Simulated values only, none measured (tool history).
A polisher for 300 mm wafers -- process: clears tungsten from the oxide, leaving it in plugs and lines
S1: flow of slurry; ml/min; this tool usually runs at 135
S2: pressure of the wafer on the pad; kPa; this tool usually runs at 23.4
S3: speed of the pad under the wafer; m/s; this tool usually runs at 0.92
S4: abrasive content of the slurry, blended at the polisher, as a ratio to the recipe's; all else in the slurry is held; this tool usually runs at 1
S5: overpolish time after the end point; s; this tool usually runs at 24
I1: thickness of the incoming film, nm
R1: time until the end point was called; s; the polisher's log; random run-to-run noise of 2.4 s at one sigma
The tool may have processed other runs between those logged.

run    hour   S1    S2    S3    S4  S5     I1     R1
  1       0  135  23.4  0.92     1  24  406.4  131.3
       33.6  -- head pressure recalibrated
  2    54.6  135  23.4  0.92     1  24  405.1  136.3
       60.3  -- worn pad replaced by a new one
  3   136.8  135  23.4  0.92     1  24  396.3  136.2
  4   201.2  135  23.4  0.92     1  24  408.5  142.9
  5   238.3  135  23.4  0.78     1  24  405.6  167.2
  6   274.2  135  23.4  0.78     1  24  399.9  169.8
      297.2  -- slurry blender recalibrated
      313.1  -- slurry tank refilled with fresh slurry and peroxide
  7   334.5  135  23.4  0.92     1  24  406.4  134.9
        384  -- worn pad replaced by a new one
      417.8  -- slurry nozzle cleaned
      422.8  -- head pressure recalibrated
  8   436.1  135  23.4  0.92     1  24  411.1  137.6
  9     506  135  23.4  0.92     1  24  399.8  139.6
 10   542.9  135  23.4  0.92     1  24  405.4  142.3
 11   587.2  135  23.4  0.92     1  24    404  140.8
      605.6  -- slurry blender recalibrated
 12   618.3  135  23.4  0.92     1  10  403.5  130.5
 13   648.1  135  23.4  0.72     1  38  406.5    166
 14     680  135  16.5  1.18   1.1  13  406.8  130.7
      711.5  -- slurry tank refilled with fresh slurry and peroxide
      724.4  -- worn pad replaced by a new one
 15   737.5  135  23.4  0.92     1  24  406.4    136
      761.2  -- head pressure recalibrated
 16   766.8  165  23.4  1.02  1.25  13    405  111.5
 17   834.4  150  23.4  0.92     1  29  403.6  136.9
 18   899.7  135  23.4  0.92     1  24  401.2  141.2
      935.1  -- slurry blender recalibrated
 19   935.5  135  19.3  1.24     1  24  405.5  114.7
 20   980.9  150  23.4  0.92     1  24  403.5  133.4
 21  1043.3  135  23.4  0.92     1  24  404.5    136
     1071.2  -- head pressure recalibrated
 22  1093.2  170  23.4  0.68  0.85  37    408  187.5
       1105  -- worn pad replaced by a new one
     1107.7  -- slurry tank refilled with fresh slurry and peroxide
 23  1185.4  135  23.4  0.92  0.75  34  399.1  150.8
 24  1242.1  135  20.7  0.92     1  14  408.6    163
 25  1301.2  135    20  0.92     1  24  405.7  167.3
     1333.5  -- slurry blender recalibrated
     1354.2  -- slurry nozzle cleaned
 26  1363.4  170    31  0.64     1  24    404    149

For some of the steps in R1 from one run to the next: how much would appear even if the tool had no hidden state, given the settings, what came in and random variation, and how much remains for the hidden state plus any gauge scatter that the measured result and the result without hidden state don't share?
The hidden state here: removal rate lost through wear of the pad, %; slurry flow missing at the pad, %; deviation of the head's pressure from its setpoint, %; abrasive missing from the slurry, %; peroxide lost from the slurry, %.
Run 6 -> 7: S3 0.78 -> 0.92, slurry blender recalibrated, slurry tank refilled with fresh slurry and peroxide. R1 -34.9 s: hidden state -15.7, all else -19.2.
Run 21 -> 22: S1 135 -> 170, S3 0.92 -> 0.68, S4 1 -> 0.85, S5 24 -> 37, head pressure recalibrated. R1 +51.5 s: hidden state +4.8, all else +46.7.
Run 22 -> 23: S1 170 -> 135, S3 0.68 -> 0.92, S4 0.85 -> 0.75, S5 37 -> 34, worn pad replaced by a new one, slurry tank refilled with fresh slurry and peroxide. R1 -36.7 s: hidden state +1.8, all else -38.5.
Run 25 -> 26: S1 135 -> 170, S2 20 -> 31, S3 0.92 -> 0.64, slurry blender recalibrated, slurry nozzle cleaned. R1 -18.3 s: hidden state -19.4, all else +1.1.
